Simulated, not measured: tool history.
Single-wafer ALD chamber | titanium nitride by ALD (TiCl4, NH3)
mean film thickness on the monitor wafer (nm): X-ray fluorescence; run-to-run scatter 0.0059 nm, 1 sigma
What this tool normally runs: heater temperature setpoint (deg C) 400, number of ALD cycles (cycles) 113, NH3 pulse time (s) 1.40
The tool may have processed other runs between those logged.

run     day  heater temperature setpoint (deg C)  number of ALD cycles (cycles)  NH3 pulse time (s)  wafers since the last listed run  hours since the last thermocouple change  hours since the showerhead was replaced  hours since the gauge calibration  read-back reference wafer on the same gauge, thickness_nm  mean film thickness on the monitor wafer (nm)
  1   0.000                                  400                            113                1.40                                 0                                    1036.1                                   7634.6                              674.0                                                      2.015                                          2.312
  2   1.846                                  400                            113                1.40                                76                                    1080.4                                   7678.9                              718.3                                                      2.013                                          2.308
  3   3.788                                  400                            113                1.40                                80                                    1127.0                                   7725.5                              764.9                                                      2.012                                          2.314
  4   5.483                                  400                            113                1.40                                70                                    1167.7                                   7766.2                              805.6                                                      2.011                                          2.308
  5   7.712                                  400                            113                1.40                                92                                    1221.2                                   7819.7                              859.1                                                      2.012                                          2.303
  6  10.308                                  400                            113                1.40                               107                                    1283.5                                   7882.0                              921.4                                                      2.010                                          2.305
     16.800  -- gauge calibrated
  7  18.900                                  400                            113                1.40                               356                                    1489.7                                   8088.2                               50.4                                                      2.054                                          2.356
     23.421  -- showerhead replaced
  8  23.442                                  400                            113                1.40                               174                                    1598.7                                      0.5                              159.4                                                      2.044                                          2.353
  9  27.150                                  400                            113                1.82                               154                                    1687.7                                     89.5                              248.4                                                      2.038                                          2.379
 10  29.233                                  400                             98                1.40                                86                                    1737.7                                    139.5                              298.4                                                      2.035                                          2.024
 11  33.229                                  400                            132                1.91                               166                                    1833.6                                    235.4                              394.3                                                      2.030                                          2.776
     35.246  -- thermocouple changed; heater temperature recalibrated
 12  37.167                                  400                            113                1.40                               149                                      46.1                                    329.9                              488.8                                                      2.026                                          2.319
 13  38.971                                  408                            113                0.95                                74                                      89.4                                    373.2                              532.1                                                      2.026                                          2.279
 14  40.762                                  400                            113                1.40                                74                                     132.4                                    416.2                              575.1                                                      2.023                                          2.320
 15  42.654                                  396                            122                1.40                                78                                     177.8                                    461.6                              620.5                                                      2.022                                          2.493
 16  44.304                                  405                            132                1.81                                68                                     217.4                                    501.2                              660.1                                                      2.022                                          2.749

Across each entry between runs, compare the hidden state at the last listed run before it with the hidden state at the first listed run after it:
Run 6 -> run 7: gauge calibrated (day 16.800)
  gauge reads high (%): -1.94 -> 0.198
  measured result minus the result with no hidden state, mean film thickness on the monitor wafer (nm): -0.045 -> +0.004
Run 7 -> run 8: showerhead replaced (day 23.421)
  gauge reads high (%): 0.198 -> -0.296
  measured result minus the result with no hidden state, mean film thickness on the monitor wafer (nm): +0.004 -> -0.007
Run 11 -> run 12: thermocouple changed; heater temperature recalibrated (day 35.246)
  gauge reads high (%): -0.981 -> -1.16
  measured result minus the result with no hidden state, mean film thickness on the monitor wafer (nm): -0.028 -> -0.027
